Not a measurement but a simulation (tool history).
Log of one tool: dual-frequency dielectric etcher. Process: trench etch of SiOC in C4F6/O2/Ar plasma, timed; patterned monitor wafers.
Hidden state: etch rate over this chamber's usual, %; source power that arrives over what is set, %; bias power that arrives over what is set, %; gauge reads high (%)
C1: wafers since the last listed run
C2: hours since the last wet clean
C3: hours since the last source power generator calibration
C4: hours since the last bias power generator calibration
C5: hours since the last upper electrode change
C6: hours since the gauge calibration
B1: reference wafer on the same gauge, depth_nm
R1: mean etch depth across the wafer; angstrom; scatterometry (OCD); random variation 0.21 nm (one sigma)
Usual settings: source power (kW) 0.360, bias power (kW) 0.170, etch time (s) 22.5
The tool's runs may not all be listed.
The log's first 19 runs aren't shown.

{"run": 20, "hour": 1415.9, "source power (kW)": 0.36, "bias power (kW)": 0.17, "etch time (s)": 26.0, "C1": 1401, "C2": 81.8, "C3": 3454.4, "C4": 903.1, "C5": 3148.5, "C6": 3319.9, "B1": 40.38, "R1": 532.9}
{"hour": 1467.5, "done": "upper electrode replaced"}
{"run": 21, "hour": 1497.1, "source power (kW)": 0.43, "bias power (kW)": 0.134, "etch time (s)": 22.5, "C1": 986, "C2": 163.0, "C3": 3535.6, "C4": 984.3, "C5": 29.6, "C6": 3401.1, "B1": 40.24, "R1": 470.5}
{"hour": 1548.3, "done": "source power generator calibrated"}
{"run": 22, "hour": 1586.4, "source power (kW)": 0.36, "bias power (kW)": 0.17, "etch time (s)": 22.5, "C1": 1470, "C2": 252.3, "C3": 38.1, "C4": 1073.6, "C5": 118.9, "C6": 3490.4, "B1": 40.28, "R1": 465.8}
{"hour": 1622.0, "done": "gauge calibrated"}
{"run": 23, "hour": 1677.8, "source power (kW)": 0.42, "bias power (kW)": 0.202, "etch time (s)": 18.5, "C1": 1576, "C2": 343.7, "C3": 129.5, "C4": 1165.0, "C5": 210.3, "C6": 55.8, "B1": 40.21, "R1": 426.8}
{"run": 24, "hour": 1997.9, "source power (kW)": 0.3, "bias power (kW)": 0.17, "etch time (s)": 22.5, "C1": 5519, "C2": 663.8, "C3": 449.6, "C4": 1485.1, "C5": 530.4, "C6": 375.9, "B1": 40.24, "R1": 431.3}
{"run": 25, "hour": 2058.6, "source power (kW)": 0.44, "bias power (kW)": 0.17, "etch time (s)": 25.5, "C1": 1046, "C2": 724.5, "C3": 510.3, "C4": 1545.8, "C5": 591.1, "C6": 436.6, "B1": 40.26, "R1": 576.5}
{"hour": 2095.7, "done": "wet clean of the chamber"}
{"run": 26, "hour": 2122.4, "source power (kW)": 0.33, "bias power (kW)": 0.15, "etch time (s)": 27.5, "C1": 686, "C2": 26.7, "C3": 574.1, "C4": 1609.6, "C5": 654.9, "C6": 500.4, "B1": 40.23, "R1": 534.1}
{"run": 27, "hour": 2224.1, "source power (kW)": 0.43, "bias power (kW)": 0.184, "etch time (s)": 25.5, "C1": 1753, "C2": 128.4, "C3": 675.8, "C4": 1711.3, "C5": 756.6, "C6": 602.1, "B1": 40.31, "R1": 580.3}
{"run": 28, "hour": 2266.1, "source power (kW)": 0.36, "bias power (kW)": 0.17, "etch time (s)": 19.5, "C1": 724, "C2": 170.4, "C3": 717.8, "C4": 1753.3, "C5": 798.6, "C6": 644.1, "B1": 40.32, "R1": 407.0}
{"run": 29, "hour": 2364.5, "source power (kW)": 0.32, "bias power (kW)": 0.198, "etch time (s)": 28.0, "C1": 1696, "C2": 268.8, "C3": 816.2, "C4": 1851.7, "C5": 897.0, "C6": 742.5, "B1": 40.3, "R1": 574.1}
{"run": 30, "hour": 2415.7, "source power (kW)": 0.36, "bias power (kW)": 0.17, "etch time (s)": 20.0, "C1": 882, "C2": 320.0, "C3": 867.4, "C4": 1902.9, "C5": 948.2, "C6": 793.7, "B1": 40.3, "R1": 415.9}

4 ways to go on from here, each from the tool as it stands after run 30. What would each give?
{"run": "A", "hour": 2416.1, "source power (kW)": 0.27, "bias power (kW)": 0.17, "etch time (s)": 22.5, "C1": 6, "C2": 320.4, "C3": 867.8, "C4": 1903.3, "C5": 948.6, "C6": 794.1, "B1": "?", "R1": "?"}
{"run": "B", "hour": 2416.1, "source power (kW)": 0.44, "bias power (kW)": 0.198, "etch time (s)": 19.0, "C1": 6, "C2": 320.4, "C3": 867.8, "C4": 1903.3, "C5": 948.6, "C6": 794.1, "B1": "?", "R1": "?"}
{"run": "C", "hour": 2416.1, "source power (kW)": 0.42, "bias power (kW)": 0.17, "etch time (s)": 28.0, "C1": 6, "C2": 320.4, "C3": 867.8, "C4": 1903.3, "C5": 948.6, "C6": 794.1, "B1": "?", "R1": "?"}
{"run": "D", "hour": 2416.1, "source power (kW)": 0.36, "bias power (kW)": 0.159, "etch time (s)": 25.5, "C1": 6, "C2": 320.4, "C3": 867.8, "C4": 1903.3, "C5": 948.6, "C6": 794.1, "B1": "?", "R1": "?"}

run=A B1=40.22 R1=415.8
run=B B1=40.22 R1=448.6
run=C B1=40.22 R1=623.7
run=D B1=40.22 R1=523.7
Without the tool's hidden state the same runs would have given:
run=A R1=416.3
run=B R1=449.1
run=C R1=624.4
run=D R1=524.3
